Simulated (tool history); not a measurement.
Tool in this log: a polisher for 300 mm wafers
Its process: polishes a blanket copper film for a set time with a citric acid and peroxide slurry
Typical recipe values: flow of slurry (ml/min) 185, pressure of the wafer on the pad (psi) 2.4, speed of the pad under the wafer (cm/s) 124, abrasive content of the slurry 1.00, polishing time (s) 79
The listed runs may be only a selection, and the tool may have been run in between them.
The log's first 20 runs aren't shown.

run   hour  flow of slurry (ml/min)  pressure of the wafer on the pad (psi)  speed of the pad under the wafer (cm/s)  abrasive content of the slurry  polishing time (s)  incoming thickness of the incoming film, nm  film removed (nm)
 21  454.6                      185                                     2.4                                      124                            1.00                  79                                        495.5              135.4
 22  477.1                      185                                     3.1                                      124                            1.00                  79                                        481.8              173.3
     481.6  -- head pressure recalibrated
     505.8  -- slurry blender recalibrated
     507.7  -- worn pad replaced by a new one
 23  508.5                      185                                     2.4                                      124                            1.00                  79                                        484.5              150.9
 24  537.9                      185                                     2.7                                       82                            1.30                  71                                        493.6               97.1
     563.6  -- slurry nozzle cleaned
 25  566.2                      245                                     2.0                                      136                            1.25                  79                                        483.0              141.2
 26  590.4                      185                                     1.7                                      124                            1.00                  79                                        485.3              100.9
 27  605.4                      185                                     2.4                                      124                            1.20                  79                                        491.3              142.5
 28  619.1                      185                                     2.4                                      124                            0.70                  58                                        487.9               94.4
 29  647.3                      185                                     2.4                                      124                            1.00                  79                                        488.4              140.0
     665.2  -- worn pad replaced by a new one
 30  678.5                      225                                     3.1                                      124                            0.80                 106                                        490.7              251.9
 31  703.2                      185                                     2.6                                      124                            1.15                  79                                        495.9              163.2

Consider 3 possible next runs. They are alternatives, not a sequence: every one starts from the tool as it was left by run 31. What does each give?
  A  703.6                      185                                     2.4                                      124                            1.00                  79                                        492.7                  ?
  B  703.6                      185                                     1.7                                      124                            1.00                  92                                        492.7                  ?
  C  703.6                      185                                     2.9                                      124                            1.00                 100                                        492.7                  ?

run  film removed (nm)
  A              146.2
  B              121.8
  C              222.7
What these runs would have given with no unlogged condition in the tool:
run  film removed (nm)
  A              158.6
  B              132.2
  C              241.6
